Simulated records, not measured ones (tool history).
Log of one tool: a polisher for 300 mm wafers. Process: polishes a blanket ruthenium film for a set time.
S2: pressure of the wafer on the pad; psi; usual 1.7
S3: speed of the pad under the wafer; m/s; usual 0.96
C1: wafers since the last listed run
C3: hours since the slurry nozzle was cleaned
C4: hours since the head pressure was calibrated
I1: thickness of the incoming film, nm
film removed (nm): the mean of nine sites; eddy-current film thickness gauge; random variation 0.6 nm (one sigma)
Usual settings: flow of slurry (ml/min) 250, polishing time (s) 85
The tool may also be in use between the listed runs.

{"run": 1, "day": 0.0, "flow of slurry (ml/min)": 250, "S2": 1.7, "S3": 0.96, "polishing time (s)": 85, "C1": 0, "wafers polished on this pad": 122, "C3": 222.6, "C4": 374.3, "I1": 598.9, "film removed (nm)": 80.5}
{"run": 2, "day": 0.975, "flow of slurry (ml/min)": 250, "S2": 1.7, "S3": 0.96, "polishing time (s)": 85, "C1": 118, "wafers polished on this pad": 240, "C3": 246.0, "C4": 397.7, "I1": 602.5, "film removed (nm)": 80.9}
{"run": 3, "day": 2.012, "flow of slurry (ml/min)": 250, "S2": 1.7, "S3": 0.96, "polishing time (s)": 85, "C1": 125, "wafers polished on this pad": 365, "C3": 270.9, "C4": 422.6, "I1": 609.3, "film removed (nm)": 79.8}
{"run": 4, "day": 2.642, "flow of slurry (ml/min)": 220, "S2": 1.7, "S3": 0.96, "polishing time (s)": 85, "C1": 76, "wafers polished on this pad": 441, "C3": 286.0, "C4": 437.7, "I1": 609.7, "film removed (nm)": 78.6}
{"run": 5, "day": 4.138, "flow of slurry (ml/min)": 250, "S2": 1.7, "S3": 0.96, "polishing time (s)": 85, "C1": 181, "wafers polished on this pad": 623, "C3": 321.9, "C4": 473.6, "I1": 617.7, "film removed (nm)": 77.9}
{"run": 6, "day": 5.138, "flow of slurry (ml/min)": 250, "S2": 1.7, "S3": 0.96, "polishing time (s)": 85, "C1": 121, "wafers polished on this pad": 744, "C3": 345.9, "C4": 497.6, "I1": 616.3, "film removed (nm)": 78.2}
{"day": 6.008, "done": "slurry nozzle cleaned"}
{"day": 6.554, "done": "head pressure recalibrated"}
{"day": 7.971, "done": "worn pad replaced by a new one"}
{"run": 7, "day": 8.071, "flow of slurry (ml/min)": 250, "S2": 1.7, "S3": 1.16, "polishing time (s)": 85, "C1": 319, "wafers polished on this pad": 11, "C3": 49.5, "C4": 36.4, "I1": 617.5, "film removed (nm)": 90.1}
{"run": 8, "day": 9.142, "flow of slurry (ml/min)": 250, "S2": 1.7, "S3": 0.96, "polishing time (s)": 85, "C1": 129, "wafers polished on this pad": 141, "C3": 75.2, "C4": 62.1, "I1": 614.2, "film removed (nm)": 74.9}
{"run": 9, "day": 9.646, "flow of slurry (ml/min)": 250, "S2": 1.2, "S3": 0.78, "polishing time (s)": 98, "C1": 61, "wafers polished on this pad": 202, "C3": 87.3, "C4": 74.2, "I1": 599.5, "film removed (nm)": 49.8}
{"run": 10, "day": 10.508, "flow of slurry (ml/min)": 250, "S2": 1.7, "S3": 0.96, "polishing time (s)": 85, "C1": 104, "wafers polished on this pad": 307, "C3": 108.0, "C4": 94.9, "I1": 606.7, "film removed (nm)": 74.9}
{"run": 11, "day": 11.104, "flow of slurry (ml/min)": 250, "S2": 1.7, "S3": 0.96, "polishing time (s)": 85, "C1": 72, "wafers polished on this pad": 379, "C3": 122.3, "C4": 109.2, "I1": 622.2, "film removed (nm)": 74.1}
{"run": 12, "day": 11.604, "flow of slurry (ml/min)": 250, "S2": 1.4, "S3": 0.96, "polishing time (s)": 85, "C1": 60, "wafers polished on this pad": 439, "C3": 134.3, "C4": 121.2, "I1": 616.5, "film removed (nm)": 60.6}
{"run": 13, "day": 12.85, "flow of slurry (ml/min)": 250, "S2": 1.2, "S3": 0.96, "polishing time (s)": 109, "C1": 150, "wafers polished on this pad": 590, "C3": 164.2, "C4": 151.1, "I1": 608.8, "film removed (nm)": 67.2}
{"run": 14, "day": 13.633, "flow of slurry (ml/min)": 305, "S2": 1.7, "S3": 0.96, "polishing time (s)": 112, "C1": 94, "wafers polished on this pad": 685, "C3": 183.0, "C4": 169.9, "I1": 603.4, "film removed (nm)": 97.9}
{"run": 15, "day": 14.642, "flow of slurry (ml/min)": 250, "S2": 1.7, "S3": 0.96, "polishing time (s)": 85, "C1": 122, "wafers polished on this pad": 807, "C3": 207.2, "C4": 194.1, "I1": 619.3, "film removed (nm)": 72.1}
{"run": 16, "day": 15.638, "flow of slurry (ml/min)": 335, "S2": 1.7, "S3": 0.66, "polishing time (s)": 85, "C1": 120, "wafers polished on this pad": 927, "C3": 231.1, "C4": 218.0, "I1": 607.2, "film removed (nm)": 54.0}

Forecast each of these 5 alternatives for the next run:
{"run": "A", "day": 15.658, "flow of slurry (ml/min)": 250, "S2": 1.7, "S3": 0.96, "polishing time (s)": 110, "C1": 2, "wafers polished on this pad": 930, "C3": 231.6, "C4": 218.5, "I1": 605.1, "film removed (nm)": "?"}
{"run": "B", "day": 15.658, "flow of slurry (ml/min)": 210, "S2": 2.2, "S3": 0.96, "polishing time (s)": 85, "C1": 2, "wafers polished on this pad": 930, "C3": 231.6, "C4": 218.5, "I1": 605.1, "film removed (nm)": "?"}
{"run": "C", "day": 15.658, "flow of slurry (ml/min)": 325, "S2": 1.9, "S3": 0.66, "polishing time (s)": 97, "C1": 2, "wafers polished on this pad": 930, "C3": 231.6, "C4": 218.5, "I1": 605.1, "film removed (nm)": "?"}
{"run": "D", "day": 15.658, "flow of slurry (ml/min)": 250, "S2": 2.1, "S3": 1.1, "polishing time (s)": 101, "C1": 2, "wafers polished on this pad": 930, "C3": 231.6, "C4": 218.5, "I1": 605.1, "film removed (nm)": "?"}
{"run": "E", "day": 15.658, "flow of slurry (ml/min)": 250, "S2": 1.7, "S3": 0.96, "polishing time (s)": 56, "C1": 2, "wafers polished on this pad": 930, "C3": 231.6, "C4": 218.5, "I1": 605.1, "film removed (nm)": "?"}

run=A film_removed_(nm)=92.8
run=B film_removed_(nm)=91.0
run=C film_removed_(nm)=67.1
run=D film_removed_(nm)=119.3
run=E film_removed_(nm)=47.3
Without the tool's hidden state the same runs would have given:
run=A film_removed_(nm)=98.1
run=B film_removed_(nm)=96.1
run=C film_removed_(nm)=70.9
run=D film_removed_(nm)=126.0
run=E film_removed_(nm)=49.9
